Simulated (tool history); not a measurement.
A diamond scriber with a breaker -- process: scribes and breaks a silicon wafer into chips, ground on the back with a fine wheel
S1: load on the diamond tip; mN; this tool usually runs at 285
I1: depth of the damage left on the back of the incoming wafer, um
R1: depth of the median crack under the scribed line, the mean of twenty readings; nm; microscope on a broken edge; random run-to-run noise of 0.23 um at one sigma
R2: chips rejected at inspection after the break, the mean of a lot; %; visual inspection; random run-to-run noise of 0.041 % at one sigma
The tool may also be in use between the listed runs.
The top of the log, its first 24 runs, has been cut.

run 25 day=82.196 | S1=355 | I1=2.56 | R1=11780 R2=1.05
run 26 day=85.871 | S1=238 | I1=1.87 | R1=8140 R2=22.97
run 27 day=90.362 | S1=285 | I1=2.09 | R1=9420 R2=8.99
-- day=94.200 diamond tip replaced by a new one
-- day=94.708 load on the tip recalibrated
run 28 day=94.779 | S1=207 | I1=2.49 | R1=8710 R2=19.21
run 29 day=98.683 | S1=320 | I1=2.64 | R1=12930 R2=1.34
run 30 day=101.408 | S1=285 | I1=1.55 | R1=10990 R2=1.56
run 31 day=104.775 | S1=313 | I1=2.28 | R1=11730 R2=0.93
run 32 day=108.888 | S1=285 | I1=1.93 | R1=10530 R2=3.43
run 33 day=111.896 | S1=285 | I1=2.48 | R1=10150 R2=4.38
run 34 day=115.388 | S1=285 | I1=2.60 | R1=10330 R2=4.49

Expected results for the next run?
run 35 day=117.292 | S1=263 | I1=1.82 | R1=? R2=?

Run 35 measured R1 9250 nm, R2 8.53 %.
Had the tool carried no hidden state, the very same run would have given R1 10920 nm, R2 1.44 %.
